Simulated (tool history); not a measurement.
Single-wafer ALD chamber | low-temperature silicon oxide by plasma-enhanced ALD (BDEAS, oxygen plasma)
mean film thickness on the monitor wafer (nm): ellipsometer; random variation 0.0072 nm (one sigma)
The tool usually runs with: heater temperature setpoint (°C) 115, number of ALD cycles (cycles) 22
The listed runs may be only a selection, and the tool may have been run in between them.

run,hour,heater temperature setpoint (°C),number of ALD cycles (cycles),wafers since the last listed run,hours since the last thermocouple change,hours since the gauge calibration,"read-back reference wafer on the same gauge, thickness_nm",mean film thickness on the monitor wafer (nm)
1,0,115,22,0,2883.9,313.1,3.434,2.899
2,43,115,22,525,2926.9,356.1,3.44,2.905
# hour 54.3: gauge calibrated
3,108.2,118,25,797,2992.1,53.9,3.403,3.24
4,161.1,118,25,646,3045,106.8,3.411,3.269
5,195.9,115,20,425,3079.8,141.6,3.417,2.62
6,223.7,115,20,339,3107.6,169.4,3.424,2.634
# hour 251.7: thermocouple changed; heater temperature recalibrated
7,289.8,115,20,710,38.1,235.5,3.43,2.638
8,322,115,25,393,70.3,267.7,3.432,3.286
9,391.9,102,21,854,140.2,337.6,3.445,2.845
10,438.3,115,22,567,186.6,384,3.445,2.919
# hour 481.1: gauge calibrated
11,484.6,101,18,566,232.9,3.5,3.394,2.418
12,512.4,125,20,339,260.7,31.3,3.404,2.556
13,580.8,115,25,836,329.1,99.7,3.411,3.291
14,625.2,115,18,542,373.5,144.1,3.415,2.348
15,649.4,108,24,295,397.7,168.3,3.416,3.191
16,679.2,100,22,364,427.5,198.1,3.426,2.994

Difference, measured minus no-hidden-state, one row per run. Run-to-run variation is common to both terms; the gauge's own scatter need not be:
The tool's hidden condition here consists of: wafer temperature above the value expected at the setpoint (K); gauge reads high (%).
run,mean film thickness on the monitor wafer (nm)
1,+0.039
2,+0.043
3,+0.014
4,+0.021
5,+0.02
6,+0.023
7,+0.03
8,+0.042
9,+0.043
10,+0.05
11,+0.004
12,+0.006
13,+0.017
14,+0.016
15,+0.026
16,+0.028

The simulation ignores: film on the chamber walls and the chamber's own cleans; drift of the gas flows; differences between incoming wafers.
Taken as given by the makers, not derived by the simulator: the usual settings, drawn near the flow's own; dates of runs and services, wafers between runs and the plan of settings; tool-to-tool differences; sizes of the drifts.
